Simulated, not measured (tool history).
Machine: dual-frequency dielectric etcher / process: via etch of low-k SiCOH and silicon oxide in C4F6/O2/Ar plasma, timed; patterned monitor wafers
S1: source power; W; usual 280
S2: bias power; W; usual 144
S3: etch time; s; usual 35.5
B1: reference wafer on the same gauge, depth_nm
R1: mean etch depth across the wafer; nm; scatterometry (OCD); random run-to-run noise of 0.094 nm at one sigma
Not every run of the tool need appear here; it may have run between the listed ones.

| run | hour | S1 | S2 | S3 | B1 | R1 |
|---|---|---|---|---|---|---|
| 1 | 0 | 280 | 144 | 35.5 | 60.3 | 62.3 |
| 2 | 37.5 | 280 | 144 | 35.5 | 60.3 | 62.2 |
| 3 | 137.7 | 280 | 144 | 35.5 | 60.3 | 62.1 |
| 4 | 231.6 | 280 | 144 | 35.5 | 60.3 | 62 |
|  | 266.9 | upper electrode replaced |
|  | 292.1 | wet clean of the chamber |
| 5 | 292.6 | 280 | 144 | 35.5 | 60.3 | 62.4 |
| 6 | 370.9 | 280 | 144 | 35.5 | 60.3 | 62.4 |
| 7 | 413.9 | 280 | 144 | 35.5 | 60.3 | 62.3 |
|  | 442.7 | gauge calibrated |
|  | 446.7 | bias power generator calibrated |
|  | 514.1 | source power generator calibrated |
| 8 | 520.6 | 300 | 134 | 42.5 | 60.3 | 74.5 |
| 9 | 603.8 | 220 | 153 | 39 | 60.3 | 65 |
| 10 | 669.6 | 240 | 162 | 42.5 | 60.3 | 73.7 |
| 11 | 708.4 | 280 | 144 | 35.5 | 60.3 | 62.1 |
| 12 | 784.8 | 350 | 144 | 35.5 | 60.3 | 66.4 |
| 13 | 832.1 | 320 | 172 | 27.5 | 60.3 | 52.9 |
| 14 | 878.9 | 280 | 124 | 35.5 | 60.3 | 58.9 |

Below are 4 alternative next runs, each starting from the tool's condition after run 14. Predict each:
| A | 879.3 | 280 | 144 | 35.5 | ? | ? |
| B | 879.3 | 300 | 170 | 35.5 | ? | ? |
| C | 879.3 | 280 | 171 | 35.5 | ? | ? |
| D | 879.3 | 280 | 115 | 35.5 | ? | ? |

| run | B1 | R1 |
|---|---|---|
| A | 60.3 | 61.8 |
| B | 60.3 | 66.7 |
| C | 60.3 | 65.5 |
| D | 60.3 | 57.6 |
Had the tool no hidden state, the same runs would have come out as:
| run | R1 |
|---|---|
| A | 62.4 |
| B | 67.3 |
| C | 66.1 |
| D | 58.1 |

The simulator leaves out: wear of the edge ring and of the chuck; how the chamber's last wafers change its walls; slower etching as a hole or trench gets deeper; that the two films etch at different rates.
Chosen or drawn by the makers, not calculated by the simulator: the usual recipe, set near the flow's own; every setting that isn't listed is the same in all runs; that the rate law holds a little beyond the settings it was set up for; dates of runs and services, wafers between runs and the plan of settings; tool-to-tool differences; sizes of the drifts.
